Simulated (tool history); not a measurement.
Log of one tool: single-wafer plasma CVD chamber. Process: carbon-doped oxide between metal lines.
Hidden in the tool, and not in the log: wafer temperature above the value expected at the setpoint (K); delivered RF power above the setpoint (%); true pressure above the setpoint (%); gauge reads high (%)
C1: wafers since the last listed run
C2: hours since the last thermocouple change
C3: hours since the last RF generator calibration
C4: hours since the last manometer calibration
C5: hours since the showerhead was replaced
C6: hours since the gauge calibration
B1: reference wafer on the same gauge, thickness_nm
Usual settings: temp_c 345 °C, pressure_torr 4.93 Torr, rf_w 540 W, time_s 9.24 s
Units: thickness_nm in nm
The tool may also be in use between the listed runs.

Run 1, hour 0.0: usual settings but time_s 8.08 s; C1 0; C2 550.8; C3 1728.1; C4 1005.8; C5 3196.8; C6 476.8; B1 46.764. Result: thickness_nm 44.318 nm.
Run 2, hour 35.8: usual settings but time_s 8.08 s; C1 878; C2 586.6; C3 1763.9; C4 1041.6; C5 3232.6; C6 512.6; B1 46.766. Result: thickness_nm 44.495 nm.
Run 3, hour 47.8: usual settings but temp_c 353 °C, time_s 8.64 s; C1 294; C2 598.6; C3 1775.9; C4 1053.6; C5 3244.6; C6 524.6; B1 46.794. Result: thickness_nm 46.766 nm.
Run 4, hour 78.3: usual settings but temp_c 353 °C, time_s 8.64 s; C1 748; C2 629.1; C3 1806.4; C4 1084.1; C5 3275.1; C6 555.1; B1 46.756. Result: thickness_nm 46.513 nm.
Run 5, hour 104.6: usual settings but temp_c 353 °C, time_s 8.64 s; C1 645; C2 655.4; C3 1832.7; C4 1110.4; C5 3301.4; C6 581.4; B1 46.767. Result: thickness_nm 45.936 nm.
Run 6, hour 128.3: usual settings but pressure_torr 4.13 Torr, time_s 10.33 s; C1 581; C2 679.1; C3 1856.4; C4 1134.1; C5 3325.1; C6 605.1; B1 46.893. Result: thickness_nm 55.367 nm.
Run 7, hour 159.8: usual settings; C1 772; C2 710.6; C3 1887.9; C4 1165.6; C5 3356.6; C6 636.6; B1 46.801. Result: thickness_nm 50.251 nm.
Run 8, hour 184.6: usual settings; C1 608; C2 735.4; C3 1912.7; C4 1190.4; C5 3381.4; C6 661.4; B1 46.760. Result: thickness_nm 50.546 nm.
Run 9, hour 197.0: usual settings; C1 304; C2 747.8; C3 1925.1; C4 1202.8; C5 3393.8; C6 673.8; B1 46.783. Result: thickness_nm 50.625 nm.
Run 10, hour 216.4: usual settings; C1 476; C2 767.2; C3 1944.5; C4 1222.2; C5 3413.2; C6 693.2; B1 46.817. Result: thickness_nm 50.594 nm.
Run 11, hour 230.4: usual settings but temp_c 333 °C, pressure_torr 6.08 Torr, rf_w 605 W, time_s 7.59 s; C1 343; C2 781.2; C3 1958.5; C4 1236.2; C5 3427.2; C6 707.2; B1 46.785. Result: thickness_nm 47.700 nm.
Run 12, hour 244.5: usual settings but temp_c 357 °C; C1 345; C2 795.3; C3 1972.6; C4 1250.3; C5 3441.3; C6 721.3; B1 46.778. Result: thickness_nm 49.460 nm.
Run 13, hour 304.9: usual settings but pressure_torr 5.85 Torr, rf_w 485 W; C1 1482; C2 855.7; C3 2033.0; C4 1310.7; C5 3501.7; C6 781.7; B1 46.782. Result: thickness_nm 47.730 nm.
Run 14, hour 326.6: usual settings; C1 532; C2 877.4; C3 2054.7; C4 1332.4; C5 3523.4; C6 803.4; B1 46.799. Result: thickness_nm 50.700 nm.
Run 15, hour 342.7: usual settings but temp_c 337 °C, rf_w 455 W, time_s 10.12 s; C1 395; C2 893.5; C3 2070.8; C4 1348.5; C5 3539.5; C6 819.5; B1 46.772. Result: thickness_nm 50.371 nm.
At hour 351.1: RF generator calibrated.
Run 16, hour 360.1: usual settings; C1 230; C2 910.9; C3 9.0; C4 1365.9; C5 3556.9; C6 836.9; B1 46.746. Result: thickness_nm 50.599 nm.
Run 17, hour 380.8: usual settings but temp_c 358 °C; C1 507; C2 931.6; C3 29.7; C4 1386.6; C5 3577.6; C6 857.6; B1 46.903. Result: thickness_nm 49.049 nm.
At hour 393.4: showerhead replaced.
At hour 393.5: gauge calibrated.
At hour 394.9: capacitance manometer re-zeroed and calibrated.
Run 18, hour 419.8: usual settings; C1 724; C2 970.6; C3 68.7; C4 24.9; C5 26.4; C6 26.3; B1 46.828. Result: thickness_nm 50.491 nm.
At hour 439.1: thermocouple changed; heater temperature recalibrated.
Run 19, hour 444.8: usual settings but temp_c 333 °C, pressure_torr 4.09 Torr, rf_w 455 W, time_s 10.32 s; C1 417; C2 5.7; C3 93.7; C4 49.9; C5 51.4; C6 51.3; B1 46.815. Result: thickness_nm 50.742 nm.
Run 20, hour 476.9: usual settings but temp_c 354 °C, rf_w 490 W; C1 787; C2 37.8; C3 125.8; C4 82.0; C5 83.5; C6 83.4; B1 46.815. Result: thickness_nm 46.386 nm.
Run 21, hour 542.3: usual settings but temp_c 340 °C, rf_w 500 W; C1 1604; C2 103.2; C3 191.2; C4 147.4; C5 148.9; C6 148.8; B1 46.817. Result: thickness_nm 49.026 nm.
Run 22, hour 561.7: usual settings; C1 476; C2 122.6; C3 210.6; C4 166.8; C5 168.3; C6 168.2; B1 46.795. Result: thickness_nm 50.577 nm.
Run 23, hour 591.2: usual settings but temp_c 332 °C, pressure_torr 4.26 Torr, rf_w 435 W; C1 723; C2 152.1; C3 240.1; C4 196.3; C5 197.8; C6 197.7; B1 46.886. Result: thickness_nm 43.899 nm.
Run 24, hour 616.8: usual settings but pressure_torr 5.25 Torr; C1 628; C2 177.7; C3 265.7; C4 221.9; C5 223.4; C6 223.3; B1 46.814. Result: thickness_nm 51.195 nm.
Run 25, hour 690.1: usual settings; C1 1798; C2 251.0; C3 339.0; C4 295.2; C5 296.7; C6 296.6; B1 46.691. Result: thickness_nm 50.811 nm.
Run 26, hour 703.7: usual settings but temp_c 335 °C, pressure_torr 4.34 Torr, rf_w 435 W, time_s 7.45 s; C1 333; C2 264.6; C3 352.6; C4 308.8; C5 310.3; C6 310.2; B1 46.821. Result: thickness_nm 35.262 nm.
Run 27, hour 720.7: usual settings but temp_c 337 °C, rf_w 475 W, time_s 9.91 s; C1 417; C2 281.6; C3 369.6; C4 325.8; C5 327.3; C6 327.2; B1 46.781. Result: thickness_nm 50.753 nm.
Run 28, hour 747.2: usual settings but pressure_torr 5.38 Torr; C1 650; C2 308.1; C3 396.1; C4 352.3; C5 353.8; C6 353.7; B1 46.725. Result: thickness_nm 51.431 nm.

5 ways to go on from here, each from the tool as it stands after run 28. What would each give?
Run A, hour 747.6: usual settings but rf_w 630 W; C1 9; C2 308.5; C3 396.5; C4 352.7; C5 354.2; C6 354.1; B1 ?. Result: thickness_nm ?.
Run B, hour 747.6: usual settings but rf_w 635 W; C1 9; C2 308.5; C3 396.5; C4 352.7; C5 354.2; C6 354.1; B1 ?. Result: thickness_nm ?.
Run C, hour 747.6: usual settings but pressure_torr 4.43 Torr, time_s 7.50 s; C1 9; C2 308.5; C3 396.5; C4 352.7; C5 354.2; C6 354.1; B1 ?. Result: thickness_nm ?.
Run D, hour 747.6: usual settings but temp_c 351 °C, pressure_torr 3.75 Torr, rf_w 440 W, time_s 10.73 s; C1 9; C2 308.5; C3 396.5; C4 352.7; C5 354.2; C6 354.1; B1 ?. Result: thickness_nm ?.
Run E, hour 747.6: usual settings but pressure_torr 4.20 Torr, rf_w 480 W, time_s 7.63 s; C1 9; C2 308.5; C3 396.5; C4 352.7; C5 354.2; C6 354.1; B1 ?. Result: thickness_nm ?.

run      B1  thickness_nm
  A  46.911        56.195
  B  46.911        56.490
  C  46.911        40.744
  D  46.911        48.204
  E  46.911        37.933
Without the tool's hidden state the same runs would have given:
run  thickness_nm
  A        56.195
  B        56.490
  C        40.744
  D        48.204
  E        37.933
